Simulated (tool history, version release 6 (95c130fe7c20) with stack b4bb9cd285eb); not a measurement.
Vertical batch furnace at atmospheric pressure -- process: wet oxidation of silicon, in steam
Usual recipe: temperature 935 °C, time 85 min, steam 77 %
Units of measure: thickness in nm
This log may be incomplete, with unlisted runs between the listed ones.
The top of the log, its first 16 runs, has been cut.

run,day,temperature,time,steam,wafers since the last listed run,hours since the last temperature calibration,hours since the steam generator was serviced,hours since the gauge calibration,"read-back reference wafer on the same gauge, thickness",thickness
# day 45.429: gauge calibrated
17,47.396,924,116,67,1224,1277.8,767,47.2,250.17,264.82
18,51.467,959,110.5,68,1290,1375.5,864.7,144.9,249.94,356.53
19,53.483,922,59.5,68,639,1423.9,913.1,193.3,250.09,149.62
20,55.112,923,49.5,81,516,1463,952.2,232.4,249.86,151
21,59.433,952,127,77,1369,1566.7,1055.9,336.1,249.75,413.85
22,63.129,935,98,77,1171,1655.4,1144.6,424.8,249.84,290.82
23,65.979,935,85,77,903,1723.8,1213,493.2,250.08,258.89
24,69.708,953,85,69,1182,1813.3,1302.5,582.7,250.11,284.45
25,73.45,935,85,77,1186,1903.1,1392.3,672.5,250.01,257.91
26,75.75,935,85,68,729,1958.3,1447.5,727.7,250.08,234.09
# day 78.654: steam generator serviced
27,79.558,935,85,77,890,2049.7,21.7,819.1,249.99,257.15
28,82.304,935,85,77,870,2115.6,87.6,885,249.81,260.11
# day 84.846: thermocouples replaced and temperature profile calibrated
29,86.692,946,85,70,1074,44.3,192.9,990.3,249.91,255.34
30,90.671,952,125.5,87,1261,139.8,288.4,1085.8,250.05,427.46
31,92.212,915,97,66,488,176.8,325.4,1122.8,249.99,198.22
32,95.829,935,98,77,1146,263.6,412.2,1209.6,250.17,281.85
33,99.825,959,85,77,1266,359.5,508.1,1305.5,249.94,316.48
34,106.288,935,85,77,2048,514.6,663.2,1460.6,249.79,251.89
35,110.196,935,51.5,81,1239,608.4,757,1554.4,249.78,176.25
36,112.883,935,85,66,852,672.9,821.5,1618.9,250.12,224.97
37,115.383,918,124.5,70,792,732.9,881.5,1678.9,250.2,274.34

Branching from run 37: 5 alternative next runs. What would each branch give?
A,115.612,935,53.5,77,72,738.4,887,1684.4,?,?
B,115.612,953,105,73,72,738.4,887,1684.4,?,?
C,115.612,935,53.5,72,72,738.4,887,1684.4,?,?
D,115.612,918,126.5,77,72,738.4,887,1684.4,?,?
E,115.612,935,99,85,72,738.4,887,1684.4,?,?

run,"read-back reference wafer on the same gauge, thickness",thickness
A,250.07,173.87
B,250.07,341.38
C,250.07,164.22
D,250.07,297.18
E,250.07,311.01
Take away the tool's hidden state, keep each run's random variation, and the runs would have read:
run,thickness
A,167.22
B,330.42
C,157.87
D,286.56
E,300.71
